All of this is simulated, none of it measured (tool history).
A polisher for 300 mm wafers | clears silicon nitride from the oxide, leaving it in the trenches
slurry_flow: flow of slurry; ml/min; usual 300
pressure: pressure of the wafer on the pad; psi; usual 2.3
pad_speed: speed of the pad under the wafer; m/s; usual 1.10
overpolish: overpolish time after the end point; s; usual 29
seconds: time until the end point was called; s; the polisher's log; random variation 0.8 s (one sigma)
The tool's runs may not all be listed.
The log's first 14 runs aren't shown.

run    hour  slurry_flow  pressure  pad_speed  overpolish  wafers since the last listed run  wafers polished on this pad  hours since the slurry nozzle was cleaned  hours since the head pressure was calibrated  incoming thickness of the incoming film, nm  seconds
      759.3  -- worn pad replaced by a new one
 15   765.4          300       2.3       1.10          29                               163                           31                                      219.4                                        1304.9                                         90.2     92.7
      769.0  -- head pressure recalibrated
 16   794.4          300       1.8       1.10          38                               137                          168                                      248.4                                          25.4                                         91.2    118.4
 17   856.0          300       1.8       1.10          38                               313                          481                                      310.0                                          87.0                                         88.3    116.0
 18   916.8          300       2.3       1.10          29                               309                          791                                      370.8                                         147.8                                         90.8     95.4
 19   979.4          300       1.6       0.94          29                               318                         1109                                      433.4                                         210.4                                         90.1    159.8
      988.7  -- slurry nozzle cleaned, repeated, since the last time left the tool worse
 20  1023.3          300       2.3       1.30          40                               218                         1327                                       34.6                                         254.3                                         91.6     73.8
 21  1066.7          300       1.5       1.10          36                               220                         1548                                       78.0                                         297.7                                         89.6    129.4
 22  1113.8          245       2.3       1.10          34                               239                         1788                                      125.1                                         344.8                                         90.9     88.7
 23  1147.0          300       2.3       1.22          16                               168                         1957                                      158.3                                         378.0                                         89.9     78.4
     1166.2  -- worn pad replaced by a new one
 24  1205.0          260       2.3       1.10          17                               274                          197                                      216.3                                         436.0                                         89.6     87.3
 25  1248.6          300       2.3       0.98          36                               221                          419                                      259.9                                         479.6                                         91.9     99.3
 26  1313.6          300       2.3       1.10          29                               330                          749                                      324.9                                         544.6                                         89.2     87.4
 27  1370.4          300       2.1       1.10          17                               288                         1038                                      381.7                                         601.4                                         90.0     95.4
 28  1412.7          300       2.3       1.22          16                               215                         1254                                      424.0                                         643.7                                         89.2     77.1
     1484.3  -- worn pad replaced by a new one
 29  1497.0          260       2.3       1.10          29                               408                           64                                      508.3                                         728.0                                         91.5     91.7
 30  1523.9          205       2.3       0.86          43                               136                          201                                      535.2                                         754.9                                         90.3    119.5
 31  1561.6          300       2.3       1.42          29                               191                          393                                      572.9                                         792.6                                         89.2     68.2
 32  1623.9          270       2.3       1.10          29                               316                          710                                      635.2                                         854.9                                         88.3     86.1
 33  1672.7          300       2.3       1.10          29                               248                          958                                      684.0                                         903.7                                         90.3     88.1
 34  1710.7          300       2.3       1.10          29                               193                         1151                                      722.0                                         941.7                                         89.5     86.4
     1734.6  -- slurry nozzle cleaned
 35  1757.0          300       2.3       1.10          29                               230                         1382                                       22.4                                         988.0                                         90.7     85.4
 36  1788.7          300       2.9       1.10          29                               161                         1543                                       54.1                                        1019.7                                         91.0     69.0

4 ways to go on from here, each from the tool as it stands after run 36. What would each give?
  A  1789.2          405       2.3       1.10          29                                 2                         1545                                       54.6                                        1020.2                                         89.5        ?
  B  1789.2          300       2.3       1.34          29                                 2                         1545                                       54.6                                        1020.2                                         89.5        ?
  C  1789.2          355       2.3       0.94          29                                 2                         1545                                       54.6                                        1020.2                                         89.5        ?
  D  1789.2          235       3.1       0.74          29                                 2                         1545                                       54.6                                        1020.2                                         89.5        ?

run  seconds
  A     83.3
  B     70.1
  C     98.4
  D     97.8
Without the tool's hidden state the same runs would have given:
run  seconds
  A     83.1
  B     69.9
  C     98.2
  D     97.4

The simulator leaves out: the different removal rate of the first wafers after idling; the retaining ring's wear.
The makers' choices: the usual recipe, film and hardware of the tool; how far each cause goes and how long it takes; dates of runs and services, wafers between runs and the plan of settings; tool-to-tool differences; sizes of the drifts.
